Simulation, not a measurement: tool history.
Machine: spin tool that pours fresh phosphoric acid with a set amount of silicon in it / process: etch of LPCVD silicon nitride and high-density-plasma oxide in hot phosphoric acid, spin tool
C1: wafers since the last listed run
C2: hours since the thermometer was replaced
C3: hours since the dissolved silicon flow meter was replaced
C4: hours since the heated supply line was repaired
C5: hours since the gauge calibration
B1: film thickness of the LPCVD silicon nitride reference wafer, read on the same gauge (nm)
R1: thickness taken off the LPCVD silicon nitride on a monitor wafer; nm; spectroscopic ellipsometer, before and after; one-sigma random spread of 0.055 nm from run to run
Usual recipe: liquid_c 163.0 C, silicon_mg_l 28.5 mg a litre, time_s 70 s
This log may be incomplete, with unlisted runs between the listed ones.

{"run": 1, "hour": 0.0, "liquid_c": 163.0, "silicon_mg_l": 28.5, "time_s": 100, "C1": 0, "C2": 684.9, "C3": 570.3, "C4": 1006.0, "C5": 34.0, "B1": 140.01, "R1": 8.51}
{"run": 2, "hour": 65.0, "liquid_c": 163.0, "silicon_mg_l": 28.5, "time_s": 100, "C1": 940, "C2": 749.9, "C3": 635.3, "C4": 1071.0, "C5": 99.0, "B1": 140.01, "R1": 8.43}
{"run": 3, "hour": 159.6, "liquid_c": 163.0, "silicon_mg_l": 28.5, "time_s": 70, "C1": 1368, "C2": 844.5, "C3": 729.9, "C4": 1165.6, "C5": 193.6, "B1": 140.01, "R1": 5.89}
{"run": 4, "hour": 220.7, "liquid_c": 162.0, "silicon_mg_l": 28.5, "time_s": 70, "C1": 883, "C2": 905.6, "C3": 791.0, "C4": 1226.7, "C5": 254.7, "B1": 140.02, "R1": 5.65}
{"run": 5, "hour": 308.1, "liquid_c": 161.5, "silicon_mg_l": 28.5, "time_s": 90, "C1": 1264, "C2": 993.0, "C3": 878.4, "C4": 1314.1, "C5": 342.1, "B1": 140.01, "R1": 7.0}
{"hour": 383.8, "done": "thermometer replaced"}
{"run": 6, "hour": 397.9, "liquid_c": 162.0, "silicon_mg_l": 17.5, "time_s": 95, "C1": 1284, "C2": 14.1, "C3": 968.2, "C4": 1403.9, "C5": 431.9, "B1": 140.03, "R1": 8.07}
{"run": 7, "hour": 543.8, "liquid_c": 160.5, "silicon_mg_l": 42.5, "time_s": 95, "C1": 2110, "C2": 160.0, "C3": 1114.1, "C4": 1549.8, "C5": 577.8, "B1": 140.0, "R1": 7.63}
{"run": 8, "hour": 623.3, "liquid_c": 161.5, "silicon_mg_l": 28.5, "time_s": 90, "C1": 1150, "C2": 239.5, "C3": 1193.6, "C4": 1629.3, "C5": 657.3, "B1": 140.0, "R1": 7.33}
{"run": 9, "hour": 697.5, "liquid_c": 163.0, "silicon_mg_l": 15.5, "time_s": 35, "C1": 1073, "C2": 313.7, "C3": 1267.8, "C4": 1703.5, "C5": 731.5, "B1": 139.98, "R1": 3.0}
{"run": 10, "hour": 804.3, "liquid_c": 161.0, "silicon_mg_l": 20.0, "time_s": 45, "C1": 1545, "C2": 420.5, "C3": 1374.6, "C4": 1810.3, "C5": 838.3, "B1": 140.03, "R1": 3.53}
{"run": 11, "hour": 869.9, "liquid_c": 163.0, "silicon_mg_l": 28.5, "time_s": 70, "C1": 949, "C2": 486.1, "C3": 1440.2, "C4": 1875.9, "C5": 903.9, "B1": 139.99, "R1": 5.82}
{"run": 12, "hour": 928.9, "liquid_c": 161.5, "silicon_mg_l": 42.5, "time_s": 70, "C1": 853, "C2": 545.1, "C3": 1499.2, "C4": 1934.9, "C5": 962.9, "B1": 140.0, "R1": 5.6}
{"run": 13, "hour": 1034.7, "liquid_c": 163.0, "silicon_mg_l": 20.0, "time_s": 70, "C1": 1530, "C2": 650.9, "C3": 1605.0, "C4": 2040.7, "C5": 1068.7, "B1": 140.03, "R1": 5.77}
{"hour": 1073.7, "done": "heated supply line repaired"}
{"run": 14, "hour": 1128.0, "liquid_c": 160.5, "silicon_mg_l": 43.5, "time_s": 110, "C1": 1335, "C2": 744.2, "C3": 1698.3, "C4": 54.3, "C5": 1162.0, "B1": 140.0, "R1": 8.84}
{"run": 15, "hour": 1206.5, "liquid_c": 161.5, "silicon_mg_l": 9.5, "time_s": 110, "C1": 1135, "C2": 822.7, "C3": 1776.8, "C4": 132.8, "C5": 1240.5, "B1": 140.02, "R1": 9.01}
{"hour": 1216.1, "done": "dissolved silicon flow meter replaced"}
{"run": 16, "hour": 1293.8, "liquid_c": 163.0, "silicon_mg_l": 28.5, "time_s": 70, "C1": 1248, "C2": 910.0, "C3": 77.7, "C4": 220.1, "C5": 1327.8, "B1": 139.96, "R1": 6.02}
{"run": 17, "hour": 1337.6, "liquid_c": 164.5, "silicon_mg_l": 28.5, "time_s": 30, "C1": 633, "C2": 953.8, "C3": 121.5, "C4": 263.9, "C5": 1371.6, "B1": 140.03, "R1": 2.65}
{"hour": 1442.9, "done": "thermometer replaced"}
{"run": 18, "hour": 1444.8, "liquid_c": 163.0, "silicon_mg_l": 28.5, "time_s": 70, "C1": 1536, "C2": 1.9, "C3": 228.7, "C4": 371.1, "C5": 1478.8, "B1": 140.02, "R1": 6.36}
{"run": 19, "hour": 1734.0, "liquid_c": 161.0, "silicon_mg_l": 17.5, "time_s": 55, "C1": 4184, "C2": 291.1, "C3": 517.9, "C4": 660.3, "C5": 1768.0, "B1": 139.99, "R1": 4.49}
{"run": 20, "hour": 1807.6, "liquid_c": 160.0, "silicon_mg_l": 12.0, "time_s": 50, "C1": 1064, "C2": 364.7, "C3": 591.5, "C4": 733.9, "C5": 1841.6, "B1": 139.97, "R1": 3.89}
{"run": 21, "hour": 1904.2, "liquid_c": 163.0, "silicon_mg_l": 28.5, "time_s": 30, "C1": 1397, "C2": 461.3, "C3": 688.1, "C4": 830.5, "C5": 1938.2, "B1": 140.02, "R1": 2.58}

What was the tool's hidden state at every run in the log?
dissolved silicon flow above the setpoint (%): 0, the same for each run
gauge reads high (%): 0, the same for each run
H1: liquid colder than its thermometer reads (K)
H2: temperature lost on the way to the wafer (K)
run=1 H1=1.53 H2=1.39
run=2 H1=1.68 H2=1.46
run=3 H1=1.89 H2=1.57
run=4 H1=2.02 H2=1.64
run=5 H1=2.21 H2=1.75
run=6 H1=0.0448 H2=1.85
run=7 H1=0.367 H2=2.02
run=8 H1=0.543 H2=2.11
run=9 H1=0.707 H2=2.2
run=10 H1=0.944 H2=2.33
run=11 H1=1.09 H2=2.4
run=12 H1=1.22 H2=2.47
run=13 H1=1.45 H2=2.6
run=14 H1=1.66 H2=0.527
run=15 H1=1.83 H2=0.618
run=16 H1=2.03 H2=0.72
run=17 H1=2.12 H2=0.771
run=18 H1=0.281 H2=0.897
run=19 H1=0.92 H2=1.23
run=20 H1=1.08 H2=1.32
run=21 H1=1.3 H2=1.43

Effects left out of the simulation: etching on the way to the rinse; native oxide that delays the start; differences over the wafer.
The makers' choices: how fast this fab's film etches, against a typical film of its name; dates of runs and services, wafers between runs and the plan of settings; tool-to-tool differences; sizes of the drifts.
